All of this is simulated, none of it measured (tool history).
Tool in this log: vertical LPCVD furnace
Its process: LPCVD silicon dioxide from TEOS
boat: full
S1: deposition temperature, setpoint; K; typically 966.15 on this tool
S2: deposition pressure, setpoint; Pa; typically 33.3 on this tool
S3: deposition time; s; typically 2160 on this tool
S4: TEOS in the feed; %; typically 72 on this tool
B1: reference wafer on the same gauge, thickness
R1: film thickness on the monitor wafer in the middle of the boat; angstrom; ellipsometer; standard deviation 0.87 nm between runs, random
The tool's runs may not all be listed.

Run 1, hour 0.0: usual settings but S2 26.7 Pa, S4 81 %; B1 161.87. Result: R1 1883.0 angstrom.
Run 2, hour 13.5: usual settings but S1 959.15 K; B1 162.30. Result: R1 1666.7 angstrom.
Run 3, hour 23.9: usual settings but S1 959.15 K; B1 162.02. Result: R1 1661.7 angstrom.
Run 4, hour 42.4: usual settings but S1 959.15 K; B1 162.43. Result: R1 1671.3 angstrom.
Run 5, hour 49.1: usual settings but S4 78 %; B1 161.74. Result: R1 2073.0 angstrom.
Run 6, hour 64.0: usual settings; B1 162.20. Result: R1 1975.1 angstrom.
Run 7, hour 105.2: usual settings; B1 162.05. Result: R1 1987.4 angstrom.
Run 8, hour 109.6: usual settings; B1 162.01. Result: R1 1970.1 angstrom.
Run 9, hour 120.6: usual settings but S4 63 %; B1 162.16. Result: R1 1841.9 angstrom.
Run 10, hour 138.7: usual settings but S3 3000 s; B1 161.93. Result: R1 2758.6 angstrom.
Run 11, hour 189.8: usual settings but S1 961.15 K, S3 1440 s; B1 162.15. Result: R1 1174.9 angstrom.
Run 12, hour 194.2: usual settings but S4 78 %; B1 162.16. Result: R1 2049.3 angstrom.
Run 13, hour 198.6: usual settings but S1 962.15 K, S2 39.3 Pa, S3 2520 s; B1 161.93. Result: R1 2261.5 angstrom.
Run 14, hour 203.9: usual settings but S2 38.7 Pa; B1 162.06. Result: R1 2137.0 angstrom.
Run 15, hour 211.2: usual settings but S2 39.3 Pa; B1 162.22. Result: R1 2143.3 angstrom.
Run 16, hour 225.3: usual settings but S1 972.15 K; B1 162.20. Result: R1 2276.3 angstrom.
Run 17, hour 235.4: usual settings but S1 959.15 K; B1 162.05. Result: R1 1658.5 angstrom.
Run 18, hour 248.5: usual settings; B1 161.90. Result: R1 1960.2 angstrom.

Taken out of this log: 4 entries between the listed runs. Where each belongs, and how the hidden state differs across it:
Between runs 6 and 7: TEOS flow controller replaced (hour 104.7)
  no hidden state differs between the two runs
Between runs 9 and 10: gauge calibrated (hour 124.3)
  no hidden state differs between the two runs
Between runs 10 and 11: pressure gauge zeroed (hour 165.8); thermocouples replaced and temperature profile calibrated (hour 189.3)
  no hidden state differs between the two runs

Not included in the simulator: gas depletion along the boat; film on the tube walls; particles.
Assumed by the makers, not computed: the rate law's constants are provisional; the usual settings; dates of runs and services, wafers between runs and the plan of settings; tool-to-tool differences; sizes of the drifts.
